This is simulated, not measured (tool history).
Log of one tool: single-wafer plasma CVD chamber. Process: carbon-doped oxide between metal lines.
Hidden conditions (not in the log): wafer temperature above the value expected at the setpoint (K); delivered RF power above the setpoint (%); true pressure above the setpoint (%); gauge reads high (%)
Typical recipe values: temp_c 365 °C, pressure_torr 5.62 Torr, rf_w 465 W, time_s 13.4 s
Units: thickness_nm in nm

run,hour,temp_c,pressure_torr,rf_w,time_s,wafers since the last listed run,hours since the last thermocouple change,hours since the last RF generator calibration,hours since the last manometer calibration,hours since the showerhead was replaced,hours since the gauge calibration,"read-back reference wafer on the same gauge, thickness_nm",thickness_nm
1,0.0,365,5.62,465,13.4,0,1556.3,1410.1,297.2,6682.6,631.3,50.842,57.541
2,45.1,365,5.62,485,13.4,1139,1601.4,1455.2,342.3,6727.7,676.4,50.671,59.215
3,87.5,365,5.62,485,13.4,1070,1643.8,1497.6,384.7,6770.1,718.8,50.804,58.588
4,140.2,365,5.62,485,13.4,1331,1696.5,1550.3,437.4,6822.8,771.5,50.784,59.134
5,219.7,365,5.62,465,13.4,2008,1776.0,1629.8,516.9,6902.3,851.0,50.851,56.714
6,323.7,365,5.62,465,13.4,2626,1880.0,1733.8,620.9,7006.3,955.0,50.878,57.414
7,377.5,365,6.51,465,13.4,1358,1933.8,1787.6,674.7,7060.1,1008.8,50.781,57.254
8,434.2,365,6.51,465,13.4,1432,1990.5,1844.3,731.4,7116.8,1065.5,50.767,57.105
9,534.7,365,6.51,465,13.4,2538,2091.0,1944.8,831.9,7217.3,1166.0,50.719,57.183
# hour 582.4: RF generator calibrated
10,605.5,365,5.62,465,13.4,1586,2161.8,23.1,902.7,7288.1,1236.8,50.829,59.135
11,647.9,365,5.62,465,13.4,1070,2204.2,65.5,945.1,7330.5,1279.2,50.878,59.308
12,700.7,365,5.62,465,13.4,1333,2257.0,118.3,997.9,7383.3,1332.0,50.774,59.144
# hour 704.9: gauge calibrated
13,750.7,365,6.71,540,15.3,1262,2307.0,168.3,1047.9,7433.3,45.8,50.773,74.433
14,793.6,365,4.49,465,12.3,1083,2349.9,211.2,1090.8,7476.2,88.7,50.767,53.154
15,865.1,365,5.62,465,14.1,1806,2421.4,282.7,1162.3,7547.7,160.2,50.789,62.372
# hour 937.4: capacitance manometer re-zeroed and calibrated
# hour 962.0: showerhead replaced
16,967.1,355,5.62,390,15.9,2172,2523.4,384.7,29.7,5.1,262.2,50.839,63.518
17,1070.7,365,6.10,405,15.9,2616,2627.0,488.3,133.3,108.7,365.8,50.882,63.679
18,1133.7,361,5.62,545,13.4,1591,2690.0,551.3,196.3,171.7,428.8,50.790,65.387
# hour 1160.3: thermocouple changed; heater temperature recalibrated
19,1229.1,365,5.62,465,13.4,2207,68.8,646.7,291.7,267.1,524.2,50.834,59.006
20,1265.8,365,5.62,465,11.8,927,105.5,683.4,328.4,303.8,560.9,50.734,51.679
21,1307.9,365,4.35,465,15.6,1063,147.6,725.5,370.5,345.9,603.0,50.769,66.359
22,1589.8,365,5.62,465,13.4,7120,429.5,1007.4,652.4,627.8,884.9,50.767,58.768
23,1633.9,355,5.62,390,15.9,1113,473.6,1051.5,696.5,671.9,929.0,50.769,62.610
24,1728.6,365,5.62,525,13.4,2392,568.3,1146.2,791.2,766.6,1023.7,50.813,62.642
25,1785.4,379,5.62,465,12.4,1434,625.1,1203.0,848.0,823.4,1080.5,50.799,52.273

Branching from run 25: 3 alternative next runs. What would each branch give?
A,1785.8,365,5.62,465,13.4,10,625.5,1203.4,848.4,823.8,1080.9,?,?
B,1785.8,378,5.62,515,11.0,10,625.5,1203.4,848.4,823.8,1080.9,?,?
C,1785.8,365,5.62,465,10.8,10,625.5,1203.4,848.4,823.8,1080.9,?,?

run,"read-back reference wafer on the same gauge, thickness_nm",thickness_nm
A,50.756,58.316
B,50.756,49.813
C,50.756,47.169
Had the tool no hidden state, the same runs would have come out as:
run,thickness_nm
A,59.518
B,50.784
C,48.141
